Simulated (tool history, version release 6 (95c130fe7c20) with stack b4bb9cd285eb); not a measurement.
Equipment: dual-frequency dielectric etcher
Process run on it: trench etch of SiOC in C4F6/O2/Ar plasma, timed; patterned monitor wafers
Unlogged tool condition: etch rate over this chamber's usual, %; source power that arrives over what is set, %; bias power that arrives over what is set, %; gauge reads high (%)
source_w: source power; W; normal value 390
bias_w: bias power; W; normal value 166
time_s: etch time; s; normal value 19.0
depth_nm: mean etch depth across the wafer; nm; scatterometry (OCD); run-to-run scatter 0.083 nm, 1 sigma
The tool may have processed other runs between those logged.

run	day	source_w	bias_w	time_s	wafers since the last listed run	hours since the last wet clean	hours since the last source power generator calibration	hours since the last bias power generator calibration	hours since the last upper electrode change	hours since the gauge calibration	read-back reference wafer on the same gauge, depth_nm	depth_nm
1	0.000	390	166	19.0	0	512.2	1621.9	2695.1	2043.7	98.1	32.68	37.64
2	0.388	390	166	19.0	79	521.5	1631.2	2704.4	2053.0	107.4	32.69	37.50
3	0.750	390	166	19.0	74	530.2	1639.9	2713.1	2061.7	116.1	32.70	37.32
4	1.404	390	166	19.0	133	545.9	1655.6	2728.8	2077.4	131.8	32.71	37.56
5	2.138	390	166	19.0	150	563.5	1673.2	2746.4	2095.0	149.4	32.70	37.37
6	2.438	390	166	19.0	61	570.7	1680.4	2753.6	2102.2	156.6	32.72	37.37
7	2.912	390	177	19.0	97	582.1	1691.8	2765.0	2113.6	168.0	32.71	38.23
8	3.233	390	177	19.0	65	589.8	1699.5	2772.7	2121.3	175.7	32.70	38.21
# day 3.862: bias power generator calibrated
9	4.917	390	166	17.0	310	630.2	1739.9	25.3	2161.7	216.1	32.69	33.29
# day 5.438: source power generator calibrated
10	5.458	390	166	17.0	76	643.2	0.5	38.3	2174.7	229.1	32.70	33.29
11	5.833	390	205	20.5	76	652.2	9.5	47.3	2183.7	238.1	32.70	43.40
12	6.225	390	166	16.0	80	661.6	18.9	56.7	2193.1	247.5	32.70	31.30
13	6.658	390	166	19.0	88	672.0	29.3	67.1	2203.5	257.9	32.70	37.11
# day 7.021: gauge calibrated
# day 7.858: upper electrode replaced
# day 7.929: wet clean of the chamber
14	7.950	390	205	20.5	44	0.5	60.3	98.1	2.2	22.3	32.68	45.43
15	8.079	350	177	21.5	26	3.6	63.4	101.2	5.3	25.4	32.70	42.66
16	8.429	390	181	23.0	71	12.0	71.8	109.6	13.7	33.8	32.70	48.31
17	9.054	340	151	14.5	127	27.0	86.8	124.6	28.7	48.8	32.70	26.65
18	9.529	390	177	19.0	97	38.4	98.2	136.0	40.1	60.2	32.70	39.76
19	9.842	310	166	19.0	63	45.9	105.7	143.5	47.6	67.7	32.72	34.38
20	10.208	310	166	19.0	75	54.7	114.5	152.3	56.4	76.5	32.70	34.25
21	10.612	290	140	21.0	82	64.4	124.2	162.0	66.1	86.2	32.73	34.33

How the hidden state differs across the entries between the runs, from the last listed run before each to the first after it:
Runs 8 to 9: bias power generator calibrated (day 3.862)
  etch rate over this chamber's usual, %: -3.57 -> -3.83
  measured value less the no-hidden-state value, depth_nm: -1.42 -> -1.32 nm
Runs 9 to 10: source power generator calibrated (day 5.438)
  etch rate over this chamber's usual, %: -3.83 -> -3.91
  measured value less the no-hidden-state value, depth_nm: -1.32 -> -1.36 nm
Runs 13 to 14: gauge calibrated (day 7.021); upper electrode replaced (day 7.858); wet clean of the chamber (day 7.929)
  etch rate over this chamber's usual, %: -4.1 -> 0.428
  measured value less the no-hidden-state value, depth_nm: -1.58 -> +0.19 nm
